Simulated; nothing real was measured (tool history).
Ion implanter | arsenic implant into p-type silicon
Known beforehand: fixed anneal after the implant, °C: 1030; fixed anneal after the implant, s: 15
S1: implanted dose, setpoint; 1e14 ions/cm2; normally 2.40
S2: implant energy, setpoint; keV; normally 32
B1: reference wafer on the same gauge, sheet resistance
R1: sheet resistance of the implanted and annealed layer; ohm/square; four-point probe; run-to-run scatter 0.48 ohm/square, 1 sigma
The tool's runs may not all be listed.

run	hour	S1	S2	B1	R1
1	0.0	2.40	39	354.06	304.00
2	60.2	2.40	32	353.90	312.69
3	120.2	2.40	32	354.00	313.24
4	145.0	2.40	32	354.08	313.23
5	209.7	2.40	32	354.04	312.87
6	241.3	2.40	32	353.93	312.13
7	303.9	2.76	32	354.08	281.05
# hour 324.4: Faraday cup replaced and dose calibrated
8	354.1	2.76	32	354.08	288.95
9	390.3	2.12	32	353.97	350.81
# hour 425.4: extraction supply calibrated
10	451.7	2.04	25	353.93	373.85
# hour 487.0: gauge calibrated
11	496.4	2.40	37	354.08	312.33
12	533.4	2.84	36	354.01	276.44
13	596.1	2.91	43	354.11	264.29
14	665.6	2.40	32	354.19	318.18
15	709.2	2.40	32	354.01	317.54
16	735.2	1.78	23	353.87	415.85

Branching from run 16: 3 alternative next runs. What would each branch give?
A	735.6	2.01	32	?	?
B	735.6	2.86	32	?	?
C	735.6	2.96	21	?	?

run	B1	R1
A	353.77	362.04
B	353.77	278.60
C	353.77	287.40
Without the tool's unlogged condition, the same runs would have read:
run	R1
A	366.50
B	282.14
C	291.07
